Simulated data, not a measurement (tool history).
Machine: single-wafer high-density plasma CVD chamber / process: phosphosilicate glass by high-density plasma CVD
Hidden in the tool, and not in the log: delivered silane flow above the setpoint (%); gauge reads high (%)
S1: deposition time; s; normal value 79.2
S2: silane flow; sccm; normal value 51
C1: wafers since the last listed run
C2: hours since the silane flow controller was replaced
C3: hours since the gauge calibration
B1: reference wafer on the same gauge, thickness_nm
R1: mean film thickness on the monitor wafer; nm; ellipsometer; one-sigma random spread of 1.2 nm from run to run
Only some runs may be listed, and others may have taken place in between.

run 1 hour=0 | S1=79.2 S2=51 | C1=0 C2=2702.7 C3=276 | B1=456.183 | R1=378.2
run 2 hour=19 | S1=79.2 S2=51 | C1=196 C2=2721.7 C3=295 | B1=455.923 | R1=375.364
run 3 hour=43.6 | S1=79.2 S2=51 | C1=254 C2=2746.3 C3=319.6 | B1=456.11 | R1=376.649
run 4 hour=67.8 | S1=79.2 S2=58 | C1=250 C2=2770.5 C3=343.8 | B1=456.05 | R1=429.173
run 5 hour=86 | S1=79.2 S2=51 | C1=188 C2=2788.7 C3=362 | B1=455.61 | R1=375.804
run 6 hour=115.8 | S1=79.2 S2=51 | C1=308 C2=2818.5 C3=391.8 | B1=455.858 | R1=374.496
run 7 hour=143.2 | S1=79.2 S2=51 | C1=283 C2=2845.9 C3=419.2 | B1=456.056 | R1=375.389
run 8 hour=227.9 | S1=79.2 S2=51 | C1=876 C2=2930.6 C3=503.9 | B1=455.955 | R1=375.55
run 9 hour=262.1 | S1=79.2 S2=51 | C1=353 C2=2964.8 C3=538.1 | B1=455.786 | R1=376.181
run 10 hour=292.9 | S1=79.2 S2=51 | C1=318 C2=2995.6 C3=568.9 | B1=456.023 | R1=373.505
run 11 hour=326.4 | S1=79.2 S2=51 | C1=346 C2=3029.1 C3=602.4 | B1=455.808 | R1=374.216
run 12 hour=345.3 | S1=79.2 S2=47 | C1=195 C2=3048 C3=621.3 | B1=455.754 | R1=342.175
run 13 hour=368.8 | S1=79.2 S2=47 | C1=243 C2=3071.5 C3=644.8 | B1=455.902 | R1=343.697
run 14 hour=390.4 | S1=79.2 S2=47 | C1=223 C2=3093.1 C3=666.4 | B1=456.462 | R1=343.278
run 15 hour=411.5 | S1=85.3 S2=45 | C1=218 C2=3114.2 C3=687.5 | B1=456.031 | R1=354.157
run 16 hour=431.1 | S1=79.2 S2=51 | C1=202 C2=3133.8 C3=707.1 | B1=455.848 | R1=373.063
-- hour=443.6 gauge calibrated
run 17 hour=456.3 | S1=69 S2=57 | C1=260 C2=3159 C3=12.7 | B1=456.083 | R1=362.849
run 18 hour=487.5 | S1=83.9 S2=51 | C1=322 C2=3190.2 C3=43.9 | B1=456.09 | R1=392.159
-- hour=500.4 silane flow controller replaced
run 19 hour=504.1 | S1=87 S2=47 | C1=89 C2=3.7 C3=60.5 | B1=456.189 | R1=392.394
run 20 hour=564.5 | S1=69.5 S2=41 | C1=625 C2=64.1 C3=120.9 | B1=455.835 | R1=274.633
run 21 hour=593.2 | S1=74.2 S2=48 | C1=297 C2=92.8 C3=149.6 | B1=455.636 | R1=343.045
run 22 hour=628.8 | S1=79.2 S2=45 | C1=368 C2=128.4 C3=185.2 | B1=455.562 | R1=344.262

Run 23 is up next; what results do you expect?
run 23 hour=654.3 | S1=74.2 S2=48 | C1=263 C2=153.9 C3=210.7 | B1=? | R1=?

B1: 456.044
R1: 344.647 nm
Minus the tool's unlogged condition, the same run would have read R1 343.804 nm.

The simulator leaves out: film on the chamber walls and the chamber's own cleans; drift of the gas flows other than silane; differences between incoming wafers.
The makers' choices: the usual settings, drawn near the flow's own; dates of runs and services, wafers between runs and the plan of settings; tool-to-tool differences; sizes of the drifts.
